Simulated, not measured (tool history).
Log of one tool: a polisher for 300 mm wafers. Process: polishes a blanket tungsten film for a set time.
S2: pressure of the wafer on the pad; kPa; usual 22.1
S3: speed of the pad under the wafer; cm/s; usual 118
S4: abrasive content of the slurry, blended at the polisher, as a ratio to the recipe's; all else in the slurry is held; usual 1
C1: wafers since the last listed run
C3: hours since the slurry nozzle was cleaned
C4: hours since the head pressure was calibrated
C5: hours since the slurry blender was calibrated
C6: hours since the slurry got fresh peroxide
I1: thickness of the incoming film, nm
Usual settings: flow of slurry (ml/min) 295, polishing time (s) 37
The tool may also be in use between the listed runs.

Run 1, hour 0: usual settings; C1 0; wafers polished on this pad 2343; C3 370.1; C4 559.4; C5 0.4; C6 181.9; I1 1229.6. Result: film removed (Å) 1394.
At hour 8.5: worn pad replaced by a new one.
At hour 56.8: slurry tank refilled with fresh slurry and peroxide.
At hour 59.5: slurry nozzle cleaned.
Run 2, hour 60: usual settings; C1 570; wafers polished on this pad 523; C3 0.5; C4 619.4; C5 60.4; C6 3.2; I1 1250.2. Result: film removed (Å) 1454.
Run 3, hour 150.3: usual settings; C1 954; wafers polished on this pad 1477; C3 90.8; C4 709.7; C5 150.7; C6 93.5; I1 1214.4. Result: film removed (Å) 1409.
Run 4, hour 235.5: usual settings; C1 900; wafers polished on this pad 2378; C3 176; C4 794.9; C5 235.9; C6 178.7; I1 1211.6. Result: film removed (Å) 1407.
At hour 277.8: worn pad replaced by a new one.
Run 5, hour 298.7: usual settings; C1 625; wafers polished on this pad 220; C3 239.2; C4 858.1; C5 299.1; C6 241.9; I1 1245.7. Result: film removed (Å) 1368.
At hour 341: slurry tank refilled with fresh slurry and peroxide.
At hour 441.5: slurry blender recalibrated.
At hour 491.5: slurry nozzle cleaned.
Run 6, hour 551.4: usual settings but S4 0.85; C1 2629; wafers polished on this pad 2850; C3 59.9; C4 1110.8; C5 109.9; C6 210.4; I1 1221.7. Result: film removed (Å) 1316.
At hour 567.6: worn pad replaced by a new one.
Run 7, hour 614.1: usual settings but polishing time (s) 29; C1 620; wafers polished on this pad 492; C3 122.6; C4 1173.5; C5 172.6; C6 273.1; I1 1228.4. Result: film removed (Å) 1065.
At hour 631.3: slurry tank refilled with fresh slurry and peroxide.
At hour 637.2: head pressure recalibrated.
Run 8, hour 681.8: usual settings but polishing time (s) 29; C1 684; wafers polished on this pad 1176; C3 190.3; C4 44.6; C5 240.3; C6 50.5; I1 1218. Result: film removed (Å) 1145.
Run 9, hour 735.1: usual settings; C1 563; wafers polished on this pad 1739; C3 243.6; C4 97.9; C5 293.6; C6 103.8; I1 1211.6. Result: film removed (Å) 1419.
At hour 790.4: slurry blender recalibrated.
Run 10, hour 836.9: usual settings; C1 1055; wafers polished on this pad 2794; C3 345.4; C4 199.7; C5 46.5; C6 205.6; I1 1236.6. Result: film removed (Å) 1384.
At hour 848.3: worn pad replaced by a new one.
At hour 936.2: slurry tank refilled with fresh slurry and peroxide.
At hour 962.9: slurry nozzle cleaned.
Run 11, hour 963.4: usual settings but S4 1.3; C1 1274; wafers polished on this pad 1196; C3 0.5; C4 326.2; C5 173; C6 27.2; I1 1240.8. Result: film removed (Å) 1562.
Run 12, hour 1007.6: usual settings but S2 17.9 kPa, polishing time (s) 30; C1 467; wafers polished on this pad 1663; C3 44.7; C4 370.4; C5 217.2; C6 71.4; I1 1226.5. Result: film removed (Å) 954.
Run 13, hour 1074.3: usual settings but S2 17.9 kPa, S3 78 cm/s, S4 1.2; C1 705; wafers polished on this pad 2368; C3 111.4; C4 437.1; C5 283.9; C6 138.1; I1 1231.8. Result: film removed (Å) 821.
At hour 1152.8: worn pad replaced by a new one.
Run 14, hour 1163.8: usual settings but S2 29.6 kPa, polishing time (s) 29; C1 903; wafers polished on this pad 116; C3 200.9; C4 526.6; C5 373.4; C6 227.6; I1 1244.4. Result: film removed (Å) 1457.
At hour 1183.8: slurry blender recalibrated.
At hour 1188.4: slurry tank refilled with fresh slurry and peroxide.
Run 15, hour 1257.6: usual settings but S2 15.2 kPa, S3 132 cm/s, polishing time (s) 41; C1 960; wafers polished on this pad 1076; C3 294.7; C4 620.4; C5 73.8; C6 69.2; I1 1232.3. Result: film removed (Å) 1252.
Run 16, hour 1302.8: usual settings but S4 1.15; C1 477; wafers polished on this pad 1554; C3 339.9; C4 665.6; C5 119; C6 114.4; I1 1254.8. Result: film removed (Å) 1482.
Run 17, hour 1363.6: usual settings; C1 642; wafers polished on this pad 2197; C3 400.7; C4 726.4; C5 179.8; C6 175.2; I1 1255.9. Result: film removed (Å) 1383.

Forecast each of these 3 alternatives for the next run:
Run A, hour 1364: usual settings; C1 4; wafers polished on this pad 2201; C3 401.1; C4 726.8; C5 180.2; C6 175.6; I1 1221.9. Result: film removed (Å) ?.
Run B, hour 1364: usual settings but S3 130 cm/s; C1 4; wafers polished on this pad 2201; C3 401.1; C4 726.8; C5 180.2; C6 175.6; I1 1221.9. Result: film removed (Å) ?.
Run C, hour 1364: usual settings but S2 24.1 kPa, S3 102 cm/s, S4 1.3; C1 4; wafers polished on this pad 2201; C3 401.1; C4 726.8; C5 180.2; C6 175.6; I1 1221.9. Result: film removed (Å) ?.

run  film removed (Å)
  A              1403
  B              1546
  C              1449
Without the tool's hidden state the same runs would have given:
run  film removed (Å)
  A              1478
  B              1628
  C              1526
